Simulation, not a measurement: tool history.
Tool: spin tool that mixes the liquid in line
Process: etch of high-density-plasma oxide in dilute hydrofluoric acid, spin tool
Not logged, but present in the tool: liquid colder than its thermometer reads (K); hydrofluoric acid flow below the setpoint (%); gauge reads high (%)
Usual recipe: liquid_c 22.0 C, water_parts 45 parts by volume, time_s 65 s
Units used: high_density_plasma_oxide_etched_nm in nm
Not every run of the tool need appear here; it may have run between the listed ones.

| run | hour | liquid_c | water_parts | time_s | wafers since the last listed run | hours since the thermometer was replaced | hours since the hydrofluoric acid flow meter was replaced | hours since the gauge calibration | read-back film thickness of the high-density-plasma oxide reference wafer, read on the same gauge (nm) | high_density_plasma_oxide_etched_nm |
|---|---|---|---|---|---|---|---|---|---|---|
| 1 | 0.0 | 22.0 | 45 | 65 | 0 | 1496.3 | 485.6 | 49.9 | 40.02 | 11.08 |
| 2 | 35.1 | 22.0 | 45 | 65 | 375 | 1531.4 | 520.7 | 85.0 | 40.02 | 11.08 |
| 3 | 61.0 | 22.0 | 45 | 65 | 277 | 1557.3 | 546.6 | 110.9 | 39.97 | 11.02 |
| 4 | 96.1 | 22.0 | 45 | 65 | 375 | 1592.4 | 581.7 | 146.0 | 39.98 | 11.15 |
| 5 | 127.4 | 22.0 | 45 | 35 | 334 | 1623.7 | 613.0 | 177.3 | 40.00 | 5.93 |
| 6 | 156.5 | 22.0 | 45 | 35 | 311 | 1652.8 | 642.1 | 206.4 | 39.97 | 5.87 |
| 7 | 176.9 | 22.0 | 45 | 65 | 218 | 1673.2 | 662.5 | 226.8 | 39.98 | 10.97 |
| 8 | 201.7 | 22.0 | 45 | 65 | 265 | 1698.0 | 687.3 | 251.6 | 39.98 | 10.87 |
| 9 | 231.1 | 22.0 | 45 | 65 | 314 | 1727.4 | 716.7 | 281.0 | 40.02 | 10.85 |
|  | 253.5 | hydrofluoric acid flow meter replaced |
| 10 | 257.0 | 22.0 | 40 | 65 | 266 | 1753.3 | 3.5 | 306.9 | 40.00 | 13.26 |
| 11 | 271.2 | 22.0 | 40 | 65 | 151 | 1767.5 | 17.7 | 321.1 | 40.02 | 13.32 |
| 12 | 297.8 | 22.0 | 40 | 65 | 284 | 1794.1 | 44.3 | 347.7 | 39.95 | 13.04 |
|  | 330.0 | gauge calibrated |
| 13 | 330.2 | 22.0 | 45 | 65 | 346 | 1826.5 | 76.7 | 0.2 | 40.00 | 11.70 |
| 14 | 359.1 | 17.0 | 30 | 30 | 309 | 1855.4 | 105.6 | 29.1 | 40.02 | 6.65 |
| 15 | 384.4 | 22.0 | 45 | 65 | 270 | 1880.7 | 130.9 | 54.4 | 39.98 | 11.64 |
| 16 | 398.3 | 22.0 | 40 | 65 | 148 | 1894.6 | 144.8 | 68.3 | 39.99 | 13.19 |
| 17 | 421.8 | 22.0 | 45 | 65 | 251 | 1918.1 | 168.3 | 91.8 | 40.00 | 11.65 |
|  | 438.5 | thermometer replaced |
| 18 | 450.9 | 20.5 | 35 | 55 | 300 | 12.4 | 197.4 | 120.9 | 39.98 | 11.89 |
| 19 | 467.7 | 22.0 | 45 | 65 | 179 | 29.2 | 214.2 | 137.7 | 39.98 | 11.32 |
| 20 | 486.7 | 22.0 | 45 | 65 | 203 | 48.2 | 233.2 | 156.7 | 40.05 | 11.30 |
| 21 | 516.5 | 22.0 | 65 | 90 | 318 | 78.0 | 263.0 | 186.5 | 40.02 | 10.72 |
| 22 | 535.3 | 22.0 | 25 | 65 | 201 | 96.8 | 281.8 | 205.3 | 40.01 | 21.05 |
| 23 | 564.1 | 25.0 | 45 | 55 | 308 | 125.6 | 310.6 | 234.1 | 40.00 | 10.87 |
| 24 | 584.1 | 20.5 | 45 | 90 | 213 | 145.6 | 330.6 | 254.1 | 40.03 | 14.62 |
| 25 | 617.9 | 26.0 | 45 | 100 | 361 | 179.4 | 364.4 | 287.9 | 40.00 | 20.45 |
| 26 | 649.8 | 25.5 | 30 | 95 | 341 | 211.3 | 396.3 | 319.8 | 40.02 | 29.26 |

5 ways to go on from here, each from the tool as it stands after run 26. What would each give?
| A | 650.2 | 22.0 | 45 | 50 | 4 | 211.7 | 396.7 | 320.2 | ? | ? |
| B | 650.2 | 18.5 | 30 | 65 | 4 | 211.7 | 396.7 | 320.2 | ? | ? |
| C | 650.2 | 22.0 | 30 | 95 | 4 | 211.7 | 396.7 | 320.2 | ? | ? |
| D | 650.2 | 22.0 | 65 | 65 | 4 | 211.7 | 396.7 | 320.2 | ? | ? |
| E | 650.2 | 27.0 | 45 | 65 | 4 | 211.7 | 396.7 | 320.2 | ? | ? |

| run | read-back film thickness of the high-density-plasma oxide reference wafer, read on the same gauge (nm) | high_density_plasma_oxide_etched_nm |
|---|---|---|
| A | 40.01 | 8.58 |
| B | 40.01 | 14.69 |
| C | 40.01 | 24.96 |
| D | 40.01 | 7.52 |
| E | 40.01 | 13.70 |
Had the tool no hidden state, the same runs would have come out as:
| run | high_density_plasma_oxide_etched_nm |
|---|---|
| A | 9.15 |
| B | 15.64 |
| C | 26.57 |
| D | 8.03 |
| E | 14.61 |

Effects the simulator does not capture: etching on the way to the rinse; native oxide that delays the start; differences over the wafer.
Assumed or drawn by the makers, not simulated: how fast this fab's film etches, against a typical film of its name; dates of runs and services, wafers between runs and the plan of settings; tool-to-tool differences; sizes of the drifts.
